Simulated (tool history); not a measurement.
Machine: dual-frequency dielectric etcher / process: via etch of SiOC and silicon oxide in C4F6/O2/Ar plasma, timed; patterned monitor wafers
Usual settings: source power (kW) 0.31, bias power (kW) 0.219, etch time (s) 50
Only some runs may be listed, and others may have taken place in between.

| run | hour | source power (kW) | bias power (kW) | etch time (s) | read-back reference wafer on the same gauge, depth_nm | mean etch depth across the wafer (nm) |
|---|---|---|---|---|---|---|
| 1 | 0 | 0.31 | 0.193 | 42.5 | 62.7 | 46 |
| 2 | 17.8 | 0.33 | 0.244 | 50 | 62.7 | 63.4 |
| 3 | 29.6 | 0.33 | 0.244 | 50 | 62.8 | 63.6 |
| 4 | 36.1 | 0.31 | 0.219 | 59.5 | 62.7 | 69.3 |
| 5 | 47.1 | 0.31 | 0.219 | 59.5 | 62.7 | 69.1 |
|  | 52.8 | bias power generator calibrated |
|  | 81.3 | upper electrode replaced |
| 6 | 81.8 | 0.31 | 0.219 | 50 | 62.7 | 58.4 |
| 7 | 82.1 | 0.31 | 0.219 | 50 | 62.7 | 58.5 |
| 8 | 84.8 | 0.31 | 0.219 | 50 | 62.7 | 58.5 |
| 9 | 95.3 | 0.28 | 0.166 | 60 | 62.7 | 56.5 |
| 10 | 109.5 | 0.31 | 0.219 | 50 | 62.7 | 58.8 |
| 11 | 120.1 | 0.26 | 0.175 | 59 | 62.7 | 55.3 |
|  | 120.5 | gauge calibrated |
|  | 147.6 | wet clean of the chamber |
| 12 | 148.1 | 0.38 | 0.219 | 50 | 62.7 | 63.2 |
| 13 | 148.5 | 0.31 | 0.219 | 56 | 62.7 | 64.3 |
| 14 | 148.8 | 0.26 | 0.189 | 62.5 | 62.7 | 60.3 |
| 15 | 155.2 | 0.31 | 0.219 | 39.5 | 62.7 | 45.2 |
|  | 163.4 | source power generator calibrated |
| 16 | 168.4 | 0.31 | 0.219 | 50 | 62.7 | 57.4 |
| 17 | 182.1 | 0.31 | 0.219 | 50 | 62.7 | 57.4 |
| 18 | 189.5 | 0.31 | 0.219 | 50 | 62.6 | 57.5 |
| 19 | 199.6 | 0.25 | 0.179 | 50 | 62.7 | 45.7 |
| 20 | 213.4 | 0.31 | 0.236 | 50 | 62.7 | 60.1 |
| 21 | 230.8 | 0.31 | 0.219 | 50 | 62.7 | 57.4 |
| 22 | 245.2 | 0.35 | 0.178 | 58.5 | 62.7 | 63.8 |
| 23 | 261.1 | 0.31 | 0.196 | 50 | 62.7 | 54.2 |
| 24 | 276.5 | 0.28 | 0.219 | 64 | 62.7 | 69.9 |
| 25 | 291.3 | 0.31 | 0.167 | 63.5 | 62.7 | 63 |
| 26 | 302.6 | 0.37 | 0.17 | 45 | 62.7 | 49.1 |
| 27 | 318.8 | 0.23 | 0.219 | 50 | 62.7 | 49.1 |
| 28 | 326.6 | 0.31 | 0.219 | 50 | 62.7 | 57.5 |
| 29 | 343.9 | 0.26 | 0.219 | 39 | 62.7 | 41.2 |
| 30 | 353.9 | 0.31 | 0.17 | 64 | 62.7 | 64.3 |
| 31 | 362.3 | 0.39 | 0.219 | 37.5 | 62.7 | 48.8 |

Each row is a separate what-if for the run after 31, all from the same tool condition, not one after another. Results?
| A | 362.7 | 0.35 | 0.219 | 50 | ? | ? |
| B | 362.7 | 0.36 | 0.18 | 64 | ? | ? |
| C | 362.7 | 0.35 | 0.264 | 50 | ? | ? |

| run | read-back reference wafer on the same gauge, depth_nm | mean etch depth across the wafer (nm) |
|---|---|---|
| A | 62.7 | 61.1 |
| B | 62.7 | 71.1 |
| C | 62.7 | 67.4 |
Stripped of hidden state, with their random variation kept, the same runs would have yielded:
| run | mean etch depth across the wafer (nm) |
|---|---|
| A | 60.5 |
| B | 70.4 |
| C | 66.8 |
